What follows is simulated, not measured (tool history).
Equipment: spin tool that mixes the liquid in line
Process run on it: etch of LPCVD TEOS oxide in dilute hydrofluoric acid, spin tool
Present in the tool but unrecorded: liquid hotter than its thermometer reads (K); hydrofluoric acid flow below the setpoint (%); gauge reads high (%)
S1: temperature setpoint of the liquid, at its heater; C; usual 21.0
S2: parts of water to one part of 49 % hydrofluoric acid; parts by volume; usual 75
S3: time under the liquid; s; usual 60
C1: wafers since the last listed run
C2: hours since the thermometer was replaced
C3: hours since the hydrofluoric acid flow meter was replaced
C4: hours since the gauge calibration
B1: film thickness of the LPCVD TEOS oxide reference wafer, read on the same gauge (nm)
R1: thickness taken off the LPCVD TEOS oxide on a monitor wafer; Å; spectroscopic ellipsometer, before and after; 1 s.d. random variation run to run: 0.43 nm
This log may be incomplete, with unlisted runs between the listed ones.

{"run": 1, "day": 0.0, "S1": 21.0, "S2": 75, "S3": 60, "C1": 0, "C2": 716.2, "C3": 411.1, "C4": 469.7, "B1": 69.97, "R1": 469.8}
{"run": 2, "day": 3.688, "S1": 24.5, "S2": 75, "S3": 60, "C1": 1122, "C2": 804.7, "C3": 499.6, "C4": 558.2, "B1": 70.03, "R1": 544.6}
{"run": 3, "day": 14.321, "S1": 24.5, "S2": 75, "S3": 60, "C1": 3237, "C2": 1059.9, "C3": 754.8, "C4": 813.4, "B1": 70.01, "R1": 545.0}
{"run": 4, "day": 16.083, "S1": 21.0, "S2": 75, "S3": 60, "C1": 536, "C2": 1102.2, "C3": 797.1, "C4": 855.7, "B1": 70.0, "R1": 466.8}
{"run": 5, "day": 18.692, "S1": 21.0, "S2": 75, "S3": 60, "C1": 794, "C2": 1164.8, "C3": 859.7, "C4": 918.3, "B1": 70.0, "R1": 465.9}
{"run": 6, "day": 23.067, "S1": 21.0, "S2": 75, "S3": 60, "C1": 1331, "C2": 1269.8, "C3": 964.7, "C4": 1023.3, "B1": 69.99, "R1": 461.2}
{"run": 7, "day": 25.062, "S1": 21.0, "S2": 75, "S3": 60, "C1": 607, "C2": 1317.7, "C3": 1012.6, "C4": 1071.2, "B1": 70.01, "R1": 465.0}
{"day": 26.042, "done": "hydrofluoric acid flow meter replaced"}
{"run": 8, "day": 28.2, "S1": 21.0, "S2": 75, "S3": 60, "C1": 942, "C2": 1393.0, "C3": 51.8, "C4": 1146.5, "B1": 70.0, "R1": 467.3}
{"run": 9, "day": 30.854, "S1": 21.0, "S2": 75, "S3": 60, "C1": 808, "C2": 1456.7, "C3": 115.5, "C4": 1210.2, "B1": 70.02, "R1": 467.1}
{"run": 10, "day": 34.367, "S1": 21.0, "S2": 75, "S3": 60, "C1": 1069, "C2": 1541.0, "C3": 199.8, "C4": 1294.5, "B1": 69.99, "R1": 466.6}
{"run": 11, "day": 37.454, "S1": 21.0, "S2": 75, "S3": 60, "C1": 939, "C2": 1615.1, "C3": 273.9, "C4": 1368.6, "B1": 69.99, "R1": 464.0}
{"run": 12, "day": 41.338, "S1": 21.0, "S2": 95, "S3": 60, "C1": 1182, "C2": 1708.3, "C3": 367.1, "C4": 1461.8, "B1": 69.99, "R1": 359.0}
{"day": 42.388, "done": "gauge calibrated"}
{"run": 13, "day": 43.654, "S1": 21.0, "S2": 75, "S3": 60, "C1": 705, "C2": 1763.9, "C3": 422.7, "C4": 30.4, "B1": 69.99, "R1": 460.9}
{"run": 14, "day": 45.162, "S1": 17.0, "S2": 45, "S3": 30, "C1": 459, "C2": 1800.1, "C3": 458.9, "C4": 66.6, "B1": 69.99, "R1": 343.2}
{"run": 15, "day": 48.083, "S1": 17.0, "S2": 90, "S3": 80, "C1": 889, "C2": 1870.2, "C3": 529.0, "C4": 136.7, "B1": 70.02, "R1": 424.9}
{"run": 16, "day": 51.138, "S1": 21.0, "S2": 95, "S3": 35, "C1": 929, "C2": 1943.5, "C3": 602.3, "C4": 210.0, "B1": 70.01, "R1": 211.2}
{"run": 17, "day": 55.621, "S1": 21.0, "S2": 75, "S3": 90, "C1": 1364, "C2": 2051.1, "C3": 709.9, "C4": 317.6, "B1": 70.01, "R1": 713.0}
{"day": 59.096, "done": "thermometer replaced"}
{"run": 18, "day": 59.788, "S1": 21.0, "S2": 75, "S3": 60, "C1": 1255, "C2": 16.6, "C3": 809.9, "C4": 417.6, "B1": 69.99, "R1": 464.3}
{"run": 19, "day": 62.058, "S1": 21.0, "S2": 75, "S3": 60, "C1": 691, "C2": 71.1, "C3": 864.4, "C4": 472.1, "B1": 70.0, "R1": 469.1}
{"run": 20, "day": 66.504, "S1": 17.0, "S2": 75, "S3": 85, "C1": 1353, "C2": 177.8, "C3": 971.1, "C4": 578.8, "B1": 70.03, "R1": 559.0}
{"day": 68.7, "done": "hydrofluoric acid flow meter replaced"}
{"run": 21, "day": 69.575, "S1": 21.0, "S2": 75, "S3": 60, "C1": 922, "C2": 251.5, "C3": 21.0, "C4": 652.5, "B1": 69.99, "R1": 469.7}
{"run": 22, "day": 72.842, "S1": 21.0, "S2": 85, "S3": 60, "C1": 994, "C2": 329.9, "C3": 99.4, "C4": 730.9, "B1": 70.0, "R1": 405.8}
{"run": 23, "day": 77.062, "S1": 26.0, "S2": 75, "S3": 60, "C1": 1284, "C2": 431.2, "C3": 200.7, "C4": 832.2, "B1": 69.99, "R1": 559.8}
{"run": 24, "day": 79.304, "S1": 23.0, "S2": 65, "S3": 35, "C1": 682, "C2": 485.0, "C3": 254.5, "C4": 886.0, "B1": 70.0, "R1": 344.1}

Give the tool's hidden conditions for every run:
liquid hotter than its thermometer reads (K): 0, the same for each run
hydrofluoric acid flow below the setpoint (%): 0, the same for each run
gauge reads high (%): 0, the same for each run
